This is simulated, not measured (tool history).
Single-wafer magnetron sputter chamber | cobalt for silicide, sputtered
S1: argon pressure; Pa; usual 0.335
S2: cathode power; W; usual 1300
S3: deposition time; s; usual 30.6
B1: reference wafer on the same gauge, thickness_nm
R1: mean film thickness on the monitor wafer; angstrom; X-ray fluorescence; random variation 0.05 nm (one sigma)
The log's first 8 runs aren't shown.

Run 9, hour 471.3: usual settings; B1 19.701. Result: R1 202.44 angstrom.
Run 10, hour 558.8: usual settings; B1 19.69. Result: R1 202.86 angstrom.
Run 11, hour 638.7: usual settings but S2 1150 W; B1 19.657. Result: R1 178.33 angstrom.
Run 12, hour 704.5: usual settings but S2 1150 W; B1 19.644. Result: R1 178.52 angstrom.
At hour 724.6: gauge calibrated.
Run 13, hour 757.2: usual settings; B1 20.146. Result: R1 207.37 angstrom.
At hour 823.5: sputter target and shields replaced.
Run 14, hour 844.4: usual settings; B1 20.129. Result: R1 206.4 angstrom.
Run 15, hour 1053.7: usual settings; B1 20.092. Result: R1 205.86 angstrom.
Run 16, hour 1092.8: usual settings but S2 1150 W, S3 33.5 s; B1 20.079. Result: R1 199.03 angstrom.
Run 17, hour 1155.1: usual settings; B1 20.066. Result: R1 206.99 angstrom.
Run 18, hour 1204: usual settings but S1 0.226 Pa, S2 1600 W; B1 20.058. Result: R1 264.66 angstrom.
At hour 1270.6: sputter target and shields replaced.
Run 19, hour 1271.1: usual settings; B1 20.055. Result: R1 205.73 angstrom.
At hour 1355.4: capacitance manometer re-zeroed and calibrated.
At hour 1463.3: magnet pack replaced.
Run 20, hour 1587.2: usual settings but S2 1050 W; B1 19.991. Result: R1 165.98 angstrom.
Run 21, hour 1655.6: usual settings but S1 0.273 Pa; B1 19.982. Result: R1 209.91 angstrom.
At hour 1725.4: sputter target and shields replaced.
Run 22, hour 1746.9: usual settings but S3 26.1 s; B1 19.942. Result: R1 175.22 angstrom.
Run 23, hour 1833.9: usual settings but S1 0.418 Pa; B1 19.933. Result: R1 198.05 angstrom.
Run 24, hour 1904.8: usual settings but S1 0.418 Pa, S2 1100 W; B1 19.91. Result: R1 168.21 angstrom.
Run 25, hour 1999.9: usual settings but S1 0.271 Pa, S2 1600 W; B1 19.904. Result: R1 257.64 angstrom.
Run 26, hour 2042.1: usual settings but S1 0.398 Pa; B1 19.905. Result: R1 200.1 angstrom.
Run 27, hour 2078.6: usual settings but S1 0.283 Pa, S2 1100 W; B1 19.886. Result: R1 175.38 angstrom.
At hour 2155.1: sputter target and shields replaced.
Run 28, hour 2256: usual settings but S1 0.24 Pa, S2 1000 W, S3 34.9 s; B1 19.847. Result: R1 185.58 angstrom.
Run 29, hour 2316.8: usual settings; B1 19.848. Result: R1 203.41 angstrom.
Run 30, hour 2361.3: usual settings but S1 0.226 Pa, S2 1600 W; B1 19.828. Result: R1 260.23 angstrom.

5 ways to go on from here, each from the tool as it stands after run 30. What would each give?
Run A, hour 2361.7: usual settings; B1 ?. Result: R1 ?.
Run B, hour 2361.7: usual settings but S1 0.295 Pa, S2 1150 W, S3 32.4 s; B1 ?. Result: R1 ?.
Run C, hour 2361.7: usual settings but S1 0.263 Pa, S2 1450 W; B1 ?. Result: R1 ?.
Run D, hour 2361.7: usual settings but S2 1500 W; B1 ?. Result: R1 ?.
Run E, hour 2361.7: usual settings but S3 36 s; B1 ?. Result: R1 ?.

run      B1      R1
  A  19.834  203.88
  B  19.834  193.75
  C  19.834  233.42
  D  19.834  235.25
  E  19.834  239.86
Without the tool's hidden state the same runs would have given:
run      R1
  A  207.65
  B  197.33
  C  237.73
  D   239.6
  E   244.3
